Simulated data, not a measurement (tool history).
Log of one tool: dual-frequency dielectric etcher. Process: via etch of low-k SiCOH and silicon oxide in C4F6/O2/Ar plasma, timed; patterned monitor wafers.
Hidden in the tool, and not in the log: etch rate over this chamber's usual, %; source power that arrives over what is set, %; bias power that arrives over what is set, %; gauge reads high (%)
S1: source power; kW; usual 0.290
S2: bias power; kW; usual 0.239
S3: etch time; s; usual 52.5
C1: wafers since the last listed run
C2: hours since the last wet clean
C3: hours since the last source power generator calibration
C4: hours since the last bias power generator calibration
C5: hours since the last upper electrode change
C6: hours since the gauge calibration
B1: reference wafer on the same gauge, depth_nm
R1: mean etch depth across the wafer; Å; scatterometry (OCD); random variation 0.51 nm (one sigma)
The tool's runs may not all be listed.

{"run": 1, "hour": 0.0, "S1": 0.29, "S2": 0.239, "S3": 52.5, "C1": 0, "C2": 397.2, "C3": 4365.5, "C4": 2661.1, "C5": 2952.2, "C6": 222.2, "B1": 130.9, "R1": 1251}
{"run": 2, "hour": 62.5, "S1": 0.29, "S2": 0.239, "S3": 52.5, "C1": 837, "C2": 459.7, "C3": 4428.0, "C4": 2723.6, "C5": 3014.7, "C6": 284.7, "B1": 131.1, "R1": 1247}
{"run": 3, "hour": 87.8, "S1": 0.29, "S2": 0.239, "S3": 52.5, "C1": 338, "C2": 485.0, "C3": 4453.3, "C4": 2748.9, "C5": 3040.0, "C6": 310.0, "B1": 131.0, "R1": 1241}
{"run": 4, "hour": 129.0, "S1": 0.29, "S2": 0.239, "S3": 52.5, "C1": 552, "C2": 526.2, "C3": 4494.5, "C4": 2790.1, "C5": 3081.2, "C6": 351.2, "B1": 131.4, "R1": 1248}
{"run": 5, "hour": 194.5, "S1": 0.29, "S2": 0.239, "S3": 52.5, "C1": 877, "C2": 591.7, "C3": 4560.0, "C4": 2855.6, "C5": 3146.7, "C6": 416.7, "B1": 131.0, "R1": 1235}
{"run": 6, "hour": 229.2, "S1": 0.29, "S2": 0.239, "S3": 52.5, "C1": 464, "C2": 626.4, "C3": 4594.7, "C4": 2890.3, "C5": 3181.4, "C6": 451.4, "B1": 130.8, "R1": 1241}
{"hour": 301.1, "done": "wet clean of the chamber"}
{"run": 7, "hour": 301.6, "S1": 0.29, "S2": 0.239, "S3": 52.5, "C1": 648, "C2": 0.5, "C3": 4667.1, "C4": 2962.7, "C5": 3253.8, "C6": 523.8, "B1": 131.0, "R1": 1243}
{"run": 8, "hour": 351.5, "S1": 0.31, "S2": 0.239, "S3": 52.5, "C1": 668, "C2": 50.4, "C3": 4717.0, "C4": 3012.6, "C5": 3303.7, "C6": 573.7, "B1": 131.0, "R1": 1277}
{"run": 9, "hour": 418.0, "S1": 0.31, "S2": 0.239, "S3": 52.5, "C1": 890, "C2": 116.9, "C3": 4783.5, "C4": 3079.1, "C5": 3370.2, "C6": 640.2, "B1": 131.1, "R1": 1283}
{"hour": 435.3, "done": "gauge calibrated"}
{"run": 10, "hour": 478.8, "S1": 0.35, "S2": 0.203, "S3": 68.5, "C1": 814, "C2": 177.7, "C3": 4844.3, "C4": 3139.9, "C5": 3431.0, "C6": 43.5, "B1": 131.1, "R1": 1644}
{"run": 11, "hour": 506.3, "S1": 0.35, "S2": 0.27, "S3": 57.0, "C1": 368, "C2": 205.2, "C3": 4871.8, "C4": 3167.4, "C5": 3458.5, "C6": 71.0, "B1": 130.6, "R1": 1517}
{"run": 12, "hour": 546.9, "S1": 0.35, "S2": 0.275, "S3": 52.5, "C1": 543, "C2": 245.8, "C3": 4912.4, "C4": 3208.0, "C5": 3499.1, "C6": 111.6, "B1": 131.0, "R1": 1406}
{"hour": 576.6, "done": "source power generator calibrated"}
{"hour": 636.3, "done": "upper electrode replaced"}
{"run": 13, "hour": 636.8, "S1": 0.29, "S2": 0.239, "S3": 52.5, "C1": 829, "C2": 335.7, "C3": 60.2, "C4": 3297.9, "C5": 0.5, "C6": 201.5, "B1": 131.1, "R1": 1244}
{"run": 14, "hour": 657.0, "S1": 0.35, "S2": 0.239, "S3": 57.0, "C1": 270, "C2": 355.9, "C3": 80.4, "C4": 3318.1, "C5": 20.7, "C6": 221.7, "B1": 130.9, "R1": 1449}
{"hour": 692.4, "done": "bias power generator calibrated"}
{"run": 15, "hour": 717.4, "S1": 0.29, "S2": 0.239, "S3": 52.5, "C1": 755, "C2": 416.3, "C3": 140.8, "C4": 25.0, "C5": 81.1, "C6": 282.1, "B1": 130.9, "R1": 1245}
{"run": 16, "hour": 781.0, "S1": 0.29, "S2": 0.239, "S3": 52.5, "C1": 852, "C2": 479.9, "C3": 204.4, "C4": 88.6, "C5": 144.7, "C6": 345.7, "B1": 130.6, "R1": 1250}
{"run": 17, "hour": 820.5, "S1": 0.29, "S2": 0.291, "S3": 52.5, "C1": 529, "C2": 519.4, "C3": 243.9, "C4": 128.1, "C5": 184.2, "C6": 385.2, "B1": 131.0, "R1": 1348}
{"run": 18, "hour": 888.3, "S1": 0.29, "S2": 0.26, "S3": 42.5, "C1": 908, "C2": 587.2, "C3": 311.7, "C4": 195.9, "C5": 252.0, "C6": 453.0, "B1": 131.2, "R1": 1044}

Forecast each of these 4 alternatives for the next run:
{"run": "A", "hour": 888.7, "S1": 0.29, "S2": 0.269, "S3": 52.5, "C1": 5, "C2": 587.6, "C3": 312.1, "C4": 196.3, "C5": 252.4, "C6": 453.4, "B1": "?", "R1": "?"}
{"run": "B", "hour": 888.7, "S1": 0.27, "S2": 0.239, "S3": 52.5, "C1": 5, "C2": 587.6, "C3": 312.1, "C4": 196.3, "C5": 252.4, "C6": 453.4, "B1": "?", "R1": "?"}
{"run": "C", "hour": 888.7, "S1": 0.27, "S2": 0.239, "S3": 45.5, "C1": 5, "C2": 587.6, "C3": 312.1, "C4": 196.3, "C5": 252.4, "C6": 453.4, "B1": "?", "R1": "?"}
{"run": "D", "hour": 888.7, "S1": 0.29, "S2": 0.29, "S3": 52.5, "C1": 5, "C2": 587.6, "C3": 312.1, "C4": 196.3, "C5": 252.4, "C6": 453.4, "B1": "?", "R1": "?"}

run=A B1=131.0 R1=1293
run=B B1=131.0 R1=1203
run=C B1=131.0 R1=1042
run=D B1=131.0 R1=1331
Without the tool's hidden state the same runs would have given:
run=A R1=1293
run=B R1=1203
run=C R1=1042
run=D R1=1331
